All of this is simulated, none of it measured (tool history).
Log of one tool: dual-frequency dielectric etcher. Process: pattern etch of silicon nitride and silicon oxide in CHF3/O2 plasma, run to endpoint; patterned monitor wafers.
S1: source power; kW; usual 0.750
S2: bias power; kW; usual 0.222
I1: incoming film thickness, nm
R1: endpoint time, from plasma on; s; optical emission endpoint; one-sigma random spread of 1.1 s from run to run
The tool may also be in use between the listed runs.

run	hour	S1	S2	I1	R1
1	0.0	0.750	0.222	230.2	129.0
2	30.7	0.750	0.222	233.4	129.2
3	44.2	0.750	0.222	231.9	131.8
4	127.4	0.750	0.222	234.8	129.3
5	154.3	0.750	0.222	232.6	129.8
6	185.1	0.750	0.222	233.6	131.3
7	211.8	0.750	0.222	232.1	127.6
8	230.3	0.750	0.222	237.7	131.2
9	262.3	0.750	0.222	233.5	127.0
10	278.2	0.750	0.181	232.4	138.2
11	296.2	0.610	0.190	235.2	153.2
12	310.3	0.750	0.261	233.9	120.0
13	322.5	0.670	0.222	233.8	132.4
# hour 348.2: wet clean of the chamber
14	348.7	0.670	0.222	234.4	140.0
15	355.0	0.670	0.222	230.7	137.5
# hour 374.7: bias power generator calibrated
16	382.4	0.750	0.222	234.8	132.0
17	412.1	0.640	0.202	233.6	147.8
18	430.5	0.750	0.242	234.6	126.6
19	463.0	0.750	0.222	233.4	130.8
20	489.4	0.640	0.267	233.8	131.5
21	501.4	0.750	0.222	233.7	128.7
# hour 531.2: source power generator calibrated
# hour 533.8: upper electrode replaced
22	534.3	0.600	0.250	231.5	135.1
23	554.5	0.870	0.241	234.6	114.7
24	587.4	0.830	0.222	233.6	123.4
25	619.8	0.750	0.189	235.5	139.1
26	653.2	0.750	0.222	234.9	127.5
27	668.7	0.610	0.270	232.7	129.5
# hour 706.0: wet clean of the chamber
28	706.5	0.680	0.276	232.5	123.6
29	709.1	0.750	0.194	232.7	138.2
30	737.5	0.570	0.270	234.8	139.5
31	772.2	0.660	0.170	233.6	154.9
32	786.7	0.850	0.178	234.6	135.8
33	804.2	0.750	0.222	231.4	128.4

Below, each run's measurement less what the same run would have read without the hidden state. Both values contain the same run-to-run variation, but the gauge's scatter may not be the same in both:
The tool's hidden condition here consists of: etch rate over this chamber's usual, %; source power that arrives over what is set, %; bias power that arrives over what is set, %.
run	R1
1	-0.1
2	-0.6
3	-0.8
4	-2.2
5	-2.6
6	-3.2
7	-3.5
8	-4.0
9	-4.3
10	-5.0
11	-5.9
12	-4.9
13	-5.6
14	-0.1
15	-0.2
16	-0.6
17	-1.2
18	-1.4
19	-2.0
20	-2.4
21	-2.6
22	-3.3
23	-3.1
24	-3.8
25	-4.9
26	-5.0
27	-5.4
28	-1.0
29	-1.1
30	-1.6
31	-2.5
32	-2.5
33	-2.6
